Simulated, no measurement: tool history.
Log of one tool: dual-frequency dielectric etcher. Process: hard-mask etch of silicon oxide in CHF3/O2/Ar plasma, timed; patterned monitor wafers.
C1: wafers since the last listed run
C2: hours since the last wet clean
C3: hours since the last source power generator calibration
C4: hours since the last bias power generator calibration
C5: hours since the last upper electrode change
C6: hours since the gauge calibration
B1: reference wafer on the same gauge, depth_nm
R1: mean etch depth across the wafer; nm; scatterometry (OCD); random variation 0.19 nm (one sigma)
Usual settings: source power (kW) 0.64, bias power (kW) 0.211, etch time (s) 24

Run 1, hour 0: usual settings; C1 0; C2 113.6; C3 1542.7; C4 1726.2; C5 2371.7; C6 1775.4; B1 44.2. Result: R1 52.1 nm.
Run 2, hour 46.8: usual settings; C1 416; C2 160.4; C3 1589.5; C4 1773; C5 2418.5; C6 1822.2; B1 44.2. Result: R1 52.7 nm.
Run 3, hour 101.6: usual settings; C1 487; C2 215.2; C3 1644.3; C4 1827.8; C5 2473.3; C6 1877; B1 44.2. Result: R1 52.7 nm.
Run 4, hour 138.6: usual settings but source power (kW) 0.61, bias power (kW) 0.2; C1 329; C2 252.2; C3 1681.3; C4 1864.8; C5 2510.3; C6 1914; B1 44.2. Result: R1 50.3 nm.
Run 5, hour 192.6: usual settings but source power (kW) 0.68; C1 480; C2 306.2; C3 1735.3; C4 1918.8; C5 2564.3; C6 1968; B1 44.2. Result: R1 53.1 nm.
Run 6, hour 259.8: usual settings but source power (kW) 0.68; C1 597; C2 373.4; C3 1802.5; C4 1986; C5 2631.5; C6 2035.2; B1 44.2. Result: R1 53.5 nm.
At hour 278.3: source power generator calibrated.
At hour 341.4: wet clean of the chamber.
Run 7, hour 341.9: usual settings; C1 481; C2 0.5; C3 63.6; C4 2068.1; C5 2713.6; C6 2117.3; B1 44.2. Result: R1 53 nm.
Run 8, hour 397: usual settings but source power (kW) 0.68, etch time (s) 21; C1 490; C2 55.6; C3 118.7; C4 2123.2; C5 2768.7; C6 2172.4; B1 44.2. Result: R1 47 nm.
Run 9, hour 439.6: usual settings but source power (kW) 0.6; C1 379; C2 98.2; C3 161.3; C4 2165.8; C5 2811.3; C6 2215; B1 44.3. Result: R1 51.7 nm.
Run 10, hour 476.2: usual settings but bias power (kW) 0.18; C1 325; C2 134.8; C3 197.9; C4 2202.4; C5 2847.9; C6 2251.6; B1 44.2. Result: R1 50.2 nm.
Run 11, hour 505.2: usual settings; C1 258; C2 163.8; C3 226.9; C4 2231.4; C5 2876.9; C6 2280.6; B1 44.2. Result: R1 52.8 nm.
Run 12, hour 541: usual settings but source power (kW) 0.53, etch time (s) 17; C1 318; C2 199.6; C3 262.7; C4 2267.2; C5 2912.7; C6 2316.4; B1 44.2. Result: R1 35.3 nm.
Run 13, hour 594.1: usual settings but etch time (s) 28.5; C1 472; C2 252.7; C3 315.8; C4 2320.3; C5 2965.8; C6 2369.5; B1 44.2. Result: R1 62.8 nm.
At hour 664.6: upper electrode replaced.
Run 14, hour 665.1: usual settings; C1 418; C2 323.7; C3 386.8; C4 2391.3; C5 0.5; C6 2440.5; B1 44.1. Result: R1 52.6 nm.
Run 15, hour 710.2: usual settings but source power (kW) 0.55, bias power (kW) 0.234, etch time (s) 19.5; C1 401; C2 368.8; C3 431.9; C4 2436.4; C5 45.6; C6 2485.6; B1 44.2. Result: R1 42.9 nm.
At hour 726.6: gauge calibrated.
Run 16, hour 754.6: usual settings but source power (kW) 0.53, bias power (kW) 0.238, etch time (s) 26; C1 395; C2 413.2; C3 476.3; C4 2480.8; C5 90; C6 28; B1 44.1. Result: R1 56.6 nm.
Run 17, hour 787.5: usual settings; C1 292; C2 446.1; C3 509.2; C4 2513.7; C5 122.9; C6 60.9; B1 44.2. Result: R1 52.9 nm.
At hour 816.2: wet clean of the chamber.
Run 18, hour 816.7: usual settings; C1 46; C2 0.5; C3 538.4; C4 2542.9; C5 152.1; C6 90.1; B1 44.2. Result: R1 53.1 nm.
At hour 990.4: bias power generator calibrated.
Run 19, hour 990.9: usual settings but source power (kW) 0.59, etch time (s) 29.5; C1 1514; C2 174.7; C3 712.6; C4 0.5; C5 326.3; C6 264.3; B1 44.2. Result: R1 64.6 nm.
Run 20, hour 1012.9: usual settings; C1 195; C2 196.7; C3 734.6; C4 22.5; C5 348.3; C6 286.3; B1 44.2. Result: R1 53.6 nm.
Run 21, hour 1045.8: usual settings but source power (kW) 0.76, etch time (s) 28.5; C1 292; C2 229.6; C3 767.5; C4 55.4; C5 381.2; C6 319.2; B1 44.2. Result: R1 67 nm.
Run 22, hour 1079.2: usual settings but source power (kW) 0.68, bias power (kW) 0.262, etch time (s) 20.5; C1 297; C2 263; C3 800.9; C4 88.8; C5 414.6; C6 352.6; B1 44.2. Result: R1 50.7 nm.
Run 23, hour 1114.9: usual settings but source power (kW) 0.58, bias power (kW) 0.237, etch time (s) 19; C1 317; C2 298.7; C3 836.6; C4 124.5; C5 450.3; C6 388.3; B1 44.1. Result: R1 42.8 nm.
Run 24, hour 1145.9: usual settings but bias power (kW) 0.227, etch time (s) 29.5; C1 275; C2 329.7; C3 867.6; C4 155.5; C5 481.3; C6 419.3; B1 44.3. Result: R1 67.8 nm.
Run 25, hour 1210.1: usual settings but source power (kW) 0.49, bias power (kW) 0.224; C1 571; C2 393.9; C3 931.8; C4 219.7; C5 545.5; C6 483.5; B1 44.2. Result: R1 50.9 nm.
Run 26, hour 1276.4: usual settings but source power (kW) 0.48, etch time (s) 21.5; C1 589; C2 460.2; C3 998.1; C4 286; C5 611.8; C6 549.8; B1 44.2. Result: R1 43.9 nm.
At hour 1328.1: wet clean of the chamber.
Run 27, hour 1328.6: usual settings; C1 250; C2 0.5; C3 1050.3; C4 338.2; C5 664; C6 602; B1 44.2. Result: R1 53.6 nm.
Run 28, hour 1373.6: usual settings but source power (kW) 0.5, bias power (kW) 0.182, etch time (s) 19; C1 400; C2 45.5; C3 1095.3; C4 383.2; C5 709; C6 647; B1 44.2. Result: R1 37.3 nm.
Run 29, hour 1422.2: usual settings; C1 432; C2 94.1; C3 1143.9; C4 431.8; C5 757.6; C6 695.6; B1 44.2. Result: R1 53.2 nm.
Run 30, hour 1485.7: usual settings; C1 564; C2 157.6; C3 1207.4; C4 495.3; C5 821.1; C6 759.1; B1 44.2. Result: R1 53.3 nm.

Hidden state or all else? Some run-to-run changes of R1, split into what the settings, what came in and random variation would give without the hidden state, and what is left for the hidden state (with any gauge scatter that isn't in both results):
The hidden state here: etch rate over this chamber's usual, %; source power that arrives over what is set, %; bias power that arrives over what is set, %; gauge reads high (%).
Run 6 -> 7: source power (kW) 0.68 -> 0.64, source power generator calibrated, wet clean of the chamber. R1 -0.5 nm: hidden state +0.9, all else -1.4.
Run 11 -> 12: source power (kW) 0.64 -> 0.53, etch time (s) 24 -> 17. R1 -17.5 nm: hidden state +0.2, all else -17.7.
Run 12 -> 13: source power (kW) 0.53 -> 0.64, etch time (s) 17 -> 28.5. R1 +27.5 nm: hidden state -0.5, all else +28.
Run 18 -> 19: source power (kW) 0.64 -> 0.59, etch time (s) 24 -> 29.5, bias power generator calibrated. R1 +11.5 nm: hidden state +0.7, all else +10.8.
Run 23 -> 24: source power (kW) 0.58 -> 0.64, bias power (kW) 0.237 -> 0.227, etch time (s) 19 -> 29.5. R1 +25 nm: hidden state -0.2, all else +25.2.

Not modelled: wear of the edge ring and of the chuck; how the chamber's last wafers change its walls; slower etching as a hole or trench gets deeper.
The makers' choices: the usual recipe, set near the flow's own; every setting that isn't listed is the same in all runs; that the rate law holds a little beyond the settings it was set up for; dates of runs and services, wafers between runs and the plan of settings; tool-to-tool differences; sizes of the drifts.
